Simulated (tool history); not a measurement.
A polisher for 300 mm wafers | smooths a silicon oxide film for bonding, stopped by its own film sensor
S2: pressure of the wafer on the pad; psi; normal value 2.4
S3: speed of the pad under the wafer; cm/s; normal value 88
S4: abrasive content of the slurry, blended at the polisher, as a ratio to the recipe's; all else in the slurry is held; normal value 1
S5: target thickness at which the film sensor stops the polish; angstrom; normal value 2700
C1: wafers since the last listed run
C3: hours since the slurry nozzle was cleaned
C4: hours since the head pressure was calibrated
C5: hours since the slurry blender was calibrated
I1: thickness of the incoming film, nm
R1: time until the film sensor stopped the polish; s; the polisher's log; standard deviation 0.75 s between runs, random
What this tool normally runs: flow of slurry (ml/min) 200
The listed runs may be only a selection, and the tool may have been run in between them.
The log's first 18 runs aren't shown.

At hour 751: head pressure recalibrated.
At hour 774.1: slurry nozzle cleaned.
Run 19, hour 784.8: usual settings; C1 396; wafers polished on this pad 2498; C3 10.7; C4 33.8; C5 314.4; I1 318.5. Result: R1 73.7 s.
Run 20, hour 851.6: usual settings but S2 1.6 psi, S3 106 cm/s, S4 1.2, S5 2860 angstrom; C1 582; wafers polished on this pad 3081; C3 77.5; C4 100.6; C5 381.2; I1 320.9. Result: R1 64.9 s.
At hour 884.4: slurry blender recalibrated.
At hour 907.4: worn pad replaced by a new one.
Run 21, hour 918.4: usual settings but S4 0.85, S5 2830 angstrom; C1 530; wafers polished on this pad 96; C3 144.3; C4 167.4; C5 34; I1 318.1. Result: R1 57.4 s.
Run 22, hour 954: usual settings but S5 2590 angstrom; C1 310; wafers polished on this pad 406; C3 179.9; C4 203; C5 69.6; I1 319.1. Result: R1 83.6 s.
Run 23, hour 986.9: usual settings; C1 286; wafers polished on this pad 693; C3 212.8; C4 235.9; C5 102.5; I1 314.3. Result: R1 61.3 s.
Run 24, hour 1035.3: usual settings but S3 110 cm/s; C1 422; wafers polished on this pad 1115; C3 261.2; C4 284.3; C5 150.9; I1 323.1. Result: R1 69 s.
Run 25, hour 1065.6: usual settings but flow of slurry (ml/min) 230; C1 264; wafers polished on this pad 1379; C3 291.5; C4 314.6; C5 181.2; I1 317.7. Result: R1 66.9 s.
Run 26, hour 1092.6: usual settings but flow of slurry (ml/min) 245, S3 108 cm/s; C1 235; wafers polished on this pad 1615; C3 318.5; C4 341.6; C5 208.2; I1 318.5. Result: R1 61.6 s.
At hour 1098: head pressure recalibrated.
Run 27, hour 1132: usual settings; C1 326; wafers polished on this pad 1941; C3 357.9; C4 34; C5 247.6; I1 322.8. Result: R1 77.6 s.
Run 28, hour 1176.3: usual settings; C1 386; wafers polished on this pad 2327; C3 402.2; C4 78.3; C5 291.9; I1 323.8. Result: R1 82.4 s.
Run 29, hour 1244.3: usual settings but flow of slurry (ml/min) 175, S2 2.9 psi, S3 60 cm/s, S4 0.7; C1 593; wafers polished on this pad 2920; C3 470.2; C4 146.3; C5 359.9; I1 316.8. Result: R1 108.8 s.
At hour 1255.2: slurry nozzle cleaned.
Run 30, hour 1274.6: usual settings but flow of slurry (ml/min) 255, S5 2560 angstrom; C1 255; wafers polished on this pad 3176; C3 19.4; C4 176.6; C5 390.2; I1 319.5. Result: R1 96.5 s.
Run 31, hour 1322.5: usual settings but S2 3.2 psi; C1 417; wafers polished on this pad 3593; C3 67.3; C4 224.5; C5 438.1; I1 322.5. Result: R1 62.7 s.

Forecast each of these 3 alternatives for the next run:
Run A, hour 1322.9: usual settings but S3 112 cm/s; C1 3; wafers polished on this pad 3597; C3 67.7; C4 224.9; C5 438.5; I1 320.2. Result: R1 ?.
Run B, hour 1322.9: usual settings but flow of slurry (ml/min) 260; C1 3; wafers polished on this pad 3597; C3 67.7; C4 224.9; C5 438.5; I1 320.2. Result: R1 ?.
Run C, hour 1322.9: usual settings but flow of slurry (ml/min) 150, S2 3.2 psi, S4 1.15; C1 3; wafers polished on this pad 3597; C3 67.7; C4 224.9; C5 438.5; I1 320.2. Result: R1 ?.

run    R1
  A  70.3
  B  77.1
  C  55.3
Had the tool no hidden state, the same runs would have come out as:
run    R1
  A  61.6
  B  67.6
  C  49.2

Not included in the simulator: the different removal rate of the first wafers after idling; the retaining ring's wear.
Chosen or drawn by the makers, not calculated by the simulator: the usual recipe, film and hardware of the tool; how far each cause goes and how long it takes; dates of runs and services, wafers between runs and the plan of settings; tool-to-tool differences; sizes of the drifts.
